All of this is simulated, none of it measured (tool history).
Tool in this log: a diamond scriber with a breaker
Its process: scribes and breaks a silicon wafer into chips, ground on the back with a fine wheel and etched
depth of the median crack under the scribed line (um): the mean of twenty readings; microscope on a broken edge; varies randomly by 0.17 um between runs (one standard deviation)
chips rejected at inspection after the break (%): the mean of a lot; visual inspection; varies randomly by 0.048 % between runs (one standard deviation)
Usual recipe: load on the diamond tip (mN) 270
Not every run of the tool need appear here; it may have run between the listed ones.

run,hour,load on the diamond tip (mN),wafers since the last listed run,hours since the diamond tip was replaced,hours since the load on the tip was calibrated,"incoming depth of the damage left on the back of the incoming wafer, um",depth of the median crack under the scribed line (um),chips rejected at inspection after the break (%)
1,0,296,0,123.2,412.7,0.36,13.35,1.12
2,32.2,296,86,155.4,444.9,0.42,13.33,1.01
3,52.5,253,54,175.7,465.2,0.74,12,2.35
4,68.4,253,42,191.6,481.1,0.7,12.01,2.34
5,93.6,253,67,216.8,506.3,0.38,12.32,2.37
6,109.1,270,41,232.3,521.8,0.43,12.43,1.68
7,132.6,270,62,255.8,545.3,0.69,12.28,1.65
8,167.4,270,93,290.6,580.1,0.34,12.75,1.65
9,205.1,270,100,328.3,617.8,0.4,12.46,1.8
10,238.5,270,89,361.7,651.2,0.75,12.47,1.67
11,260.5,270,58,383.7,673.2,0.41,12.63,1.64
12,295.7,270,94,418.9,708.4,0.64,12.52,1.74
13,321.5,270,69,444.7,734.2,0.79,12.13,1.7
# hour 334.6: load on the tip recalibrated
14,401.3,223,208,524.5,66.7,0.56,12.14,2.29
# hour 416.9: diamond tip replaced by a new one
15,418.2,223,39,1.3,83.6,0.71,12.23,2.41
16,444.9,202,71,28,110.3,0.61,11.27,4.34
17,470.7,212,69,53.8,136.1,0.47,11.45,3.54
18,505.2,325,92,88.3,170.6,0.35,14.1,1.52
19,537.5,341,86,120.6,202.9,0.64,14.63,1.9
20,557.6,291,53,140.7,223,0.77,13.33,1.02
21,626.1,270,183,209.2,291.5,0.71,13.12,1.2
22,648.9,270,61,232,314.3,0.6,12.87,1.31
23,677.2,325,75,260.3,342.6,0.58,13.59,1.3
24,730.9,338,143,314,396.3,0.59,14.22,1.46
25,756.8,324,69,339.9,422.2,0.37,14.02,1.27
26,790,270,88,373.1,455.4,0.65,12.51,1.5
27,818.5,297,76,401.6,483.9,0.37,13.69,0.98
28,851.1,270,87,434.2,516.5,0.4,12.82,1.62
29,882,270,82,465.1,547.4,0.68,12.7,1.55
# hour 906.2: diamond tip replaced by a new one
30,912.7,270,76,6.5,578.1,0.43,12.35,1.58
31,925.8,310,35,19.6,591.2,0.66,13.56,1.09

Measured result minus the same run's result without the hidden state. Both carry the same run-to-run variation, though not necessarily the same gauge scatter:
Unlogged tool condition in this case: share of the diamond tip's cutting effectiveness lost through wear, %; deviation of the load on the tip from its setpoint, %.
run,depth of the median crack under the scribed line (um),chips rejected at inspection after the break (%)
1,-0.86,-0.25
2,-0.89,-0.22
3,-0.82,+1.14
4,-0.83,+1.15
5,-0.86,+1.19
6,-0.88,+0.63
7,-0.88,+0.63
8,-0.93,+0.64
9,-0.93,+0.71
10,-0.94,+0.67
11,-0.96,+0.66
12,-0.96,+0.71
13,-0.94,+0.7
14,-0.17,+0.31
15,-0.21,+0.41
16,-0.26,+0.84
17,-0.31,+0.85
18,-0.46,-0.65
19,-0.55,-0.95
20,-0.53,-0.18
21,-0.64,+0.27
22,-0.65,+0.31
23,-0.72,-0.94
24,-0.81,-1.22
25,-0.82,-1.01
26,-0.76,+0.46
27,-0.85,-0.26
28,-0.82,+0.53
29,-0.82,+0.52
30,-0.82,+0.54
31,-0.91,-0.66
